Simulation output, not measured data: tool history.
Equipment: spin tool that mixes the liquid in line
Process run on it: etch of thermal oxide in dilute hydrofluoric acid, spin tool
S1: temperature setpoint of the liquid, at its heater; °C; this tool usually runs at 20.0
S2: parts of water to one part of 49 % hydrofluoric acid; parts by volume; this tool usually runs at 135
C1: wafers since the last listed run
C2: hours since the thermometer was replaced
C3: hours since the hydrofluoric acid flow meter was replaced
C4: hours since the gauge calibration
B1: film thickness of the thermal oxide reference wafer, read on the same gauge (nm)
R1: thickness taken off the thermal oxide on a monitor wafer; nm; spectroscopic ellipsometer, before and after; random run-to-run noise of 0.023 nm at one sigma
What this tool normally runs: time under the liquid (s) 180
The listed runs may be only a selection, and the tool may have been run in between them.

Run 1, hour 0.0: usual settings; C1 0; C2 112.6; C3 1079.6; C4 1506.0; B1 50.00. Result: R1 5.28 nm.
Run 2, hour 76.7: usual settings; C1 547; C2 189.3; C3 1156.3; C4 1582.7; B1 50.03. Result: R1 5.27 nm.
Run 3, hour 145.1: usual settings; C1 488; C2 257.7; C3 1224.7; C4 1651.1; B1 49.98. Result: R1 5.25 nm.
At hour 177.4: gauge calibrated.
At hour 192.9: hydrofluoric acid flow meter replaced.
Run 4, hour 205.3: usual settings but time under the liquid (s) 155; C1 422; C2 317.9; C3 12.4; C4 27.9; B1 49.99. Result: R1 4.72 nm.
Run 5, hour 267.9: usual settings but time under the liquid (s) 155; C1 446; C2 380.5; C3 75.0; C4 90.5; B1 49.96. Result: R1 4.73 nm.
Run 6, hour 356.2: usual settings; C1 630; C2 468.8; C3 163.3; C4 178.8; B1 50.03. Result: R1 5.54 nm.
Run 7, hour 651.5: usual settings; C1 2107; C2 764.1; C3 458.6; C4 474.1; B1 50.00. Result: R1 5.50 nm.
Run 8, hour 746.0: usual settings; C1 674; C2 858.6; C3 553.1; C4 568.6; B1 50.02. Result: R1 5.46 nm.
Run 9, hour 783.0: usual settings; C1 264; C2 895.6; C3 590.1; C4 605.6; B1 49.96. Result: R1 5.46 nm.
Run 10, hour 886.3: usual settings; C1 737; C2 998.9; C3 693.4; C4 708.9; B1 50.01. Result: R1 5.45 nm.
Run 11, hour 946.6: usual settings; C1 430; C2 1059.2; C3 753.7; C4 769.2; B1 49.99. Result: R1 5.47 nm.
Run 12, hour 999.4: usual settings but S1 23.0 °C; C1 376; C2 1112.0; C3 806.5; C4 822.0; B1 50.02. Result: R1 6.12 nm.
Run 13, hour 1065.7: usual settings; C1 473; C2 1178.3; C3 872.8; C4 888.3; B1 50.01. Result: R1 5.40 nm.
Run 14, hour 1114.4: usual settings but S2 115 parts by volume; C1 347; C2 1227.0; C3 921.5; C4 937.0; B1 49.99. Result: R1 6.49 nm.
Run 15, hour 1174.4: usual settings but S2 115 parts by volume; C1 428; C2 1287.0; C3 981.5; C4 997.0; B1 50.01. Result: R1 6.53 nm.
Run 16, hour 1270.1: usual settings but S2 115 parts by volume; C1 683; C2 1382.7; C3 1077.2; C4 1092.7; B1 50.01. Result: R1 6.54 nm.
Run 17, hour 1352.3: usual settings but S1 18.5 °C, S2 155 parts by volume; C1 586; C2 1464.9; C3 1159.4; C4 1174.9; B1 49.98. Result: R1 4.33 nm.
At hour 1391.4: hydrofluoric acid flow meter replaced.
Run 18, hour 1442.9: usual settings; C1 639; C2 1555.5; C3 51.5; C4 1265.5; B1 49.94. Result: R1 5.65 nm.
Run 19, hour 1488.8: usual settings but S1 17.0 °C, S2 195 parts by volume, time under the liquid (s) 210; C1 327; C2 1601.4; C3 97.4; C4 1311.4; B1 50.00. Result: R1 3.82 nm.
Run 20, hour 1558.4: usual settings but S1 18.0 °C, S2 155 parts by volume, time under the liquid (s) 275; C1 496; C2 1671.0; C3 167.0; C4 1381.0; B1 49.99. Result: R1 6.76 nm.
Run 21, hour 1621.2: usual settings; C1 448; C2 1733.8; C3 229.8; C4 1443.8; B1 50.02. Result: R1 5.61 nm.
At hour 1632.6: gauge calibrated.
Run 22, hour 1671.8: usual settings but S1 17.0 °C; C1 361; C2 1784.4; C3 280.4; C4 39.2; B1 50.00. Result: R1 4.96 nm.
At hour 1701.5: thermometer replaced.
Run 23, hour 1763.5: usual settings but S1 23.5 °C, S2 190 parts by volume, time under the liquid (s) 240; C1 647; C2 62.0; C3 372.1; C4 130.9; B1 50.01. Result: R1 5.52 nm.
Run 24, hour 1800.3: usual settings; C1 262; C2 98.8; C3 408.9; C4 167.7; B1 50.03. Result: R1 5.46 nm.
Run 25, hour 1851.2: usual settings but S1 17.0 °C, S2 165 parts by volume, time under the liquid (s) 260; C1 363; C2 149.7; C3 459.8; C4 218.6; B1 50.00. Result: R1 5.51 nm.
Run 26, hour 1922.0: usual settings but time under the liquid (s) 265; C1 505; C2 220.5; C3 530.6; C4 289.4; B1 50.00. Result: R1 7.96 nm.
Run 27, hour 1984.6: usual settings but S2 195 parts by volume, time under the liquid (s) 255; C1 446; C2 283.1; C3 593.2; C4 352.0; B1 50.05. Result: R1 5.00 nm.
Run 28, hour 2083.0: usual settings but S1 23.5 °C, S2 190 parts by volume, time under the liquid (s) 240; C1 702; C2 381.5; C3 691.6; C4 450.4; B1 49.96. Result: R1 5.48 nm.
Run 29, hour 2164.2: usual settings but S1 24.0 °C, S2 175 parts by volume; C1 579; C2 462.7; C3 772.8; C4 531.6; B1 50.01. Result: R1 4.64 nm.
Run 30, hour 2249.6: usual settings but S1 25.0 °C; C1 609; C2 548.1; C3 858.2; C4 617.0; B1 50.00. Result: R1 6.51 nm.
Run 31, hour 2330.9: usual settings but S1 24.5 °C, S2 100 parts by volume, time under the liquid (s) 265; C1 580; C2 629.4; C3 939.5; C4 698.3; B1 50.02. Result: R1 13.26 nm.
Run 32, hour 2438.5: usual settings but S1 23.5 °C, S2 200 parts by volume; C1 767; C2 737.0; C3 1047.1; C4 805.9; B1 50.01. Result: R1 3.86 nm.

5 ways to go on from here, each from the tool as it stands after run 32. What would each give?
Run A, hour 2439.0: usual settings but S1 24.5 °C; C1 3; C2 737.5; C3 1047.6; C4 806.4; B1 ?. Result: R1 ?.
Run B, hour 2439.0: usual settings but S1 24.5 °C, S2 170 parts by volume; C1 3; C2 737.5; C3 1047.6; C4 806.4; B1 ?. Result: R1 ?.
Run C, hour 2439.0: usual settings but S1 17.0 °C, S2 195 parts by volume, time under the liquid (s) 235; C1 3; C2 737.5; C3 1047.6; C4 806.4; B1 ?. Result: R1 ?.
Run D, hour 2439.0: usual settings but S1 23.0 °C, time under the liquid (s) 115; C1 3; C2 737.5; C3 1047.6; C4 806.4; B1 ?. Result: R1 ?.
Run E, hour 2439.0: usual settings but S2 75 parts by volume, time under the liquid (s) 140; C1 3; C2 737.5; C3 1047.6; C4 806.4; B1 ?. Result: R1 ?.

run     B1    R1
  A  50.01  6.41
  B  50.01  4.88
  C  50.01  4.06
  D  50.01  3.86
  E  50.01  8.07
Stripped of hidden state, with their random variation kept, the same runs would have yielded:
run    R1
  A  6.55
  B  5.00
  C  4.15
  D  3.95
  E  8.22

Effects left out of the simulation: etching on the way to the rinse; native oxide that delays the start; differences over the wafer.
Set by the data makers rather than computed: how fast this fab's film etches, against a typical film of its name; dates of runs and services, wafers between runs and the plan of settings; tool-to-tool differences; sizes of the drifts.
